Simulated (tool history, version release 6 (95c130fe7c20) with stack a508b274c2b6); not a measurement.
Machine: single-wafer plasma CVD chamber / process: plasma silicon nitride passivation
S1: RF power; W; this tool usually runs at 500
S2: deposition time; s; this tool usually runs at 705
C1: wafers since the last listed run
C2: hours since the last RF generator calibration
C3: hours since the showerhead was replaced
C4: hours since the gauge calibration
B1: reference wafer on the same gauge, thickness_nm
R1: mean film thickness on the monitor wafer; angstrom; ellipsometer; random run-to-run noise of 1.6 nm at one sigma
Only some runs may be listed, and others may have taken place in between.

run   hour   S1   S2  C1      C2      C3     C4       B1        R1
  1      0  500  705   0  1489.4  4940.8  131.4  879.911  10661.29
  2   11.9  500  705  23  1501.3  4952.7  143.3  879.963  10623.81
  3   26.9  500  705  29  1516.3  4967.7  158.3  879.968  10608.57
  4   36.6  500  705  19    1526  4977.4    168  880.195  10651.89
  5   46.7  500  705  19  1536.1  4987.5  178.1  879.888  10591.22
  6     64  500  705  33  1553.4  5004.8  195.4  879.893  10634.07
  7   76.4  530  705  24  1565.8  5017.2  207.8  880.009  10842.93
  8   91.7  500  705  30  1581.1  5032.5  223.1  879.727  10601.64
  9   99.9  500  705  16  1589.3  5040.7  231.3  880.093  10612.19
 10    117  500  705  33  1606.4  5057.8  248.4   879.61  10605.79
 11  131.7  455  705  28  1621.1  5072.5  263.1  879.713  10269.57
 12  146.3  500  705  28  1635.7  5087.1  277.7  879.898   10607.4
 13  159.4  500  705  25  1648.8  5100.2  290.8   879.77  10617.63
 14  168.3  500  705  17  1657.7  5109.1  299.7   879.86  10636.77
 15  183.1  500  705  29  1672.5  5123.9  314.5  879.937  10573.05
     186.1  -- gauge calibrated
 16  199.2  500  705  31  1688.6    5140   13.1  879.999  10614.01
 17  216.5  525  705  33  1705.9  5157.3   30.4  880.003  10788.59
     229.9  -- RF generator calibrated
 18  230.9  500  791  12       1  5171.7   44.8  879.821  12195.69
 19  237.9  500  705  13       8  5178.7   51.8   879.86  10835.28
 20  254.2  500  705  32    24.3    5195   68.1  879.824  10869.11
 21  262.8  500  705  16    32.9  5203.6   76.7  880.037  10816.95
 22  270.4  550  605  14    40.5  5211.2   84.3  879.903   9592.87
 23  286.9  500  823  32      57  5227.7  100.8   880.18  12620.14
 24    298  450  842  21    68.1  5238.8  111.9  880.111  12504.44
 25  311.1  500  705  25    81.2  5251.9    125  879.694  10802.55
     328.1  -- showerhead replaced, of another model than before
 26  328.6  555  799  18    98.7     0.5  142.5  880.143  12883.87
 27    337  500  705  16   107.1     8.9  150.9  879.988  10796.02
 28  343.2  425  592  12   113.3    15.1  157.1  879.959   8307.64
 29  352.1  405  834  17   122.2      24    166  880.055  11427.74
 30  361.5  500  705  18   131.6    33.4  175.4  880.079  10825.99
 31  371.9  560  825  20     142    43.8  185.8  880.217  13345.66
 32  389.1  445  827  33   159.2      61    203  879.854   11931.1
 33  406.6  500  705  34   176.7    78.5  220.5  880.094  10777.83
 34  416.2  500  705  18   186.3    88.1  230.1  879.879  10762.22
 35  424.2  555  598  15   194.3    96.1  238.1   880.08   9618.61
 36  436.7  500  705  24   206.8   108.6  250.6  880.056  10791.74
 37    449  590  650  24   219.1   120.9  262.9  879.971   10741.6

Forecast run 38:
 38  457.1  415  705  15  227.2  129  271   ?   ?

Run 38 came out at B1 880.386, R1 9745.49 angstrom.
If the tool had no hidden condition, the same run with the same run-to-run variation would have returned R1 9839.2 angstrom.
